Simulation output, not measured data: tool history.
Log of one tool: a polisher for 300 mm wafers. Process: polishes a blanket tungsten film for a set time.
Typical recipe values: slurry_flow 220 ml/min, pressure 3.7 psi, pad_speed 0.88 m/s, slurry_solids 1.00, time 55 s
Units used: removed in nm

| run | hour | slurry_flow | pressure | pad_speed | slurry_solids | time | wafers since the last listed run | wafers polished on this pad | hours since the slurry nozzle was cleaned | hours since the head pressure was calibrated | hours since the slurry blender was calibrated | hours since the slurry got fresh peroxide | incoming thickness of the incoming film, nm | removed |
|---|---|---|---|---|---|---|---|---|---|---|---|---|---|---|
| 1 | 0.0 | 220 | 3.7 | 1.10 | 1.00 | 55 | 0 | 859 | 351.7 | 1130.6 | 55.7 | 91.0 | 655.2 | 282.2 |
| 2 | 10.1 | 220 | 3.7 | 1.10 | 1.00 | 55 | 93 | 953 | 361.8 | 1140.7 | 65.8 | 101.1 | 638.6 | 273.4 |
|  | 16.2 | worn pad replaced by a new one |
|  | 21.5 | slurry tank refilled with fresh slurry and peroxide |
| 3 | 25.7 | 220 | 3.7 | 1.10 | 1.00 | 55 | 98 | 79 | 377.4 | 1156.3 | 81.4 | 4.2 | 642.1 | 290.2 |
|  | 39.3 | slurry nozzle cleaned |
| 4 | 40.6 | 220 | 3.7 | 0.88 | 1.00 | 55 | 128 | 208 | 1.3 | 1171.2 | 96.3 | 19.1 | 651.7 | 226.6 |
| 5 | 50.7 | 220 | 3.7 | 0.88 | 1.00 | 55 | 93 | 301 | 11.4 | 1181.3 | 106.4 | 29.2 | 643.4 | 225.7 |
| 6 | 61.2 | 200 | 4.9 | 0.88 | 0.85 | 44 | 97 | 398 | 21.9 | 1191.8 | 116.9 | 39.7 | 645.3 | 219.7 |
| 7 | 78.9 | 220 | 3.7 | 0.88 | 1.20 | 55 | 164 | 562 | 39.6 | 1209.5 | 134.6 | 57.4 | 650.7 | 222.4 |
|  | 81.8 | slurry blender recalibrated |
| 8 | 92.4 | 155 | 3.7 | 0.88 | 0.90 | 55 | 106 | 669 | 53.1 | 1223.0 | 10.6 | 70.9 | 645.8 | 212.2 |
|  | 100.3 | head pressure recalibrated |
| 9 | 108.6 | 220 | 3.7 | 0.88 | 1.00 | 55 | 131 | 801 | 69.3 | 8.3 | 26.8 | 87.1 | 649.9 | 226.8 |
| 10 | 122.4 | 265 | 5.0 | 0.72 | 0.90 | 55 | 127 | 928 | 83.1 | 22.1 | 40.6 | 100.9 | 646.9 | 246.2 |
|  | 137.9 | worn pad replaced by a new one |
| 11 | 138.4 | 220 | 3.7 | 0.88 | 1.00 | 55 | 111 | 4 | 99.1 | 38.1 | 56.6 | 116.9 | 645.8 | 223.4 |
|  | 146.1 | slurry tank refilled with fresh slurry and peroxide |
| 12 | 149.4 | 220 | 3.7 | 0.88 | 1.00 | 36 | 92 | 97 | 110.1 | 49.1 | 67.6 | 3.3 | 643.4 | 158.3 |
| 13 | 164.5 | 220 | 3.7 | 0.76 | 1.00 | 55 | 139 | 237 | 125.2 | 64.2 | 82.7 | 18.4 | 655.5 | 200.7 |
| 14 | 177.9 | 220 | 3.7 | 0.88 | 1.00 | 44 | 124 | 361 | 138.6 | 77.6 | 96.1 | 31.8 | 651.3 | 182.6 |
| 15 | 191.6 | 160 | 3.7 | 1.02 | 1.00 | 55 | 126 | 488 | 152.3 | 91.3 | 109.8 | 45.5 | 645.7 | 248.7 |
| 16 | 208.3 | 190 | 3.1 | 0.88 | 1.00 | 55 | 154 | 643 | 169.0 | 108.0 | 126.5 | 62.2 | 653.7 | 177.3 |
| 17 | 217.6 | 150 | 3.7 | 0.88 | 0.85 | 55 | 86 | 729 | 178.3 | 117.3 | 135.8 | 71.5 | 658.2 | 187.5 |
|  | 243.2 | worn pad replaced by a new one |
|  | 258.9 | slurry blender recalibrated |
| 18 | 259.4 | 220 | 3.7 | 0.88 | 1.00 | 55 | 331 | 131 | 220.1 | 159.1 | 0.5 | 113.3 | 655.7 | 223.5 |
|  | 271.6 | slurry tank refilled with fresh slurry and peroxide |
| 19 | 276.1 | 160 | 3.7 | 0.88 | 1.00 | 55 | 145 | 277 | 236.8 | 175.8 | 17.2 | 4.5 | 647.2 | 231.1 |
| 20 | 282.8 | 250 | 3.7 | 0.88 | 1.00 | 55 | 62 | 339 | 243.5 | 182.5 | 23.9 | 11.2 | 644.5 | 248.9 |
| 21 | 307.6 | 155 | 3.7 | 0.88 | 1.00 | 55 | 229 | 569 | 268.3 | 207.3 | 48.7 | 36.0 | 645.1 | 218.9 |
| 22 | 318.4 | 220 | 3.7 | 0.88 | 1.00 | 55 | 100 | 669 | 279.1 | 218.1 | 59.5 | 46.8 | 652.8 | 231.0 |
| 23 | 326.7 | 220 | 3.7 | 0.88 | 1.00 | 55 | 76 | 746 | 287.4 | 226.4 | 67.8 | 55.1 | 652.1 | 226.0 |
| 24 | 337.9 | 220 | 3.7 | 0.88 | 0.75 | 55 | 103 | 850 | 298.6 | 237.6 | 79.0 | 66.3 | 658.2 | 214.1 |
| 25 | 349.9 | 220 | 3.7 | 0.88 | 1.15 | 47 | 111 | 961 | 310.6 | 249.6 | 91.0 | 78.3 | 652.5 | 199.4 |
|  | 359.3 | worn pad replaced by a new one |
| 26 | 365.3 | 220 | 4.4 | 0.88 | 1.10 | 55 | 105 | 55 | 326.0 | 265.0 | 106.4 | 93.7 | 638.8 | 261.8 |

Measured result minus the same run's result without the hidden state. Both carry the same run-to-run variation, though not necessarily the same gauge scatter:
Hidden conditions of the tool in this case: removal rate lost through wear of the pad, %; slurry flow missing at the pad, %; deviation of the head's pressure from its setpoint, %; abrasive missing from the slurry, %; peroxide lost from the slurry, %.
| run | removed |
|---|---|
| 1 | -27.3 |
| 2 | -30.5 |
| 3 | -16.1 |
| 4 | -17.9 |
| 5 | -22.1 |
| 6 | -25.9 |
| 7 | -37.0 |
| 8 | -12.2 |
| 9 | -16.3 |
| 10 | -21.4 |
| 11 | -24.0 |
| 12 | -5.6 |
| 13 | -11.1 |
| 14 | -14.0 |
| 15 | -25.4 |
| 16 | -24.6 |
| 17 | -30.0 |
| 18 | -21.7 |
| 19 | -4.5 |
| 20 | -6.2 |
| 21 | -10.7 |
| 22 | -14.1 |
| 23 | -16.4 |
| 24 | -18.6 |
| 25 | -21.9 |
| 26 | -36.4 |

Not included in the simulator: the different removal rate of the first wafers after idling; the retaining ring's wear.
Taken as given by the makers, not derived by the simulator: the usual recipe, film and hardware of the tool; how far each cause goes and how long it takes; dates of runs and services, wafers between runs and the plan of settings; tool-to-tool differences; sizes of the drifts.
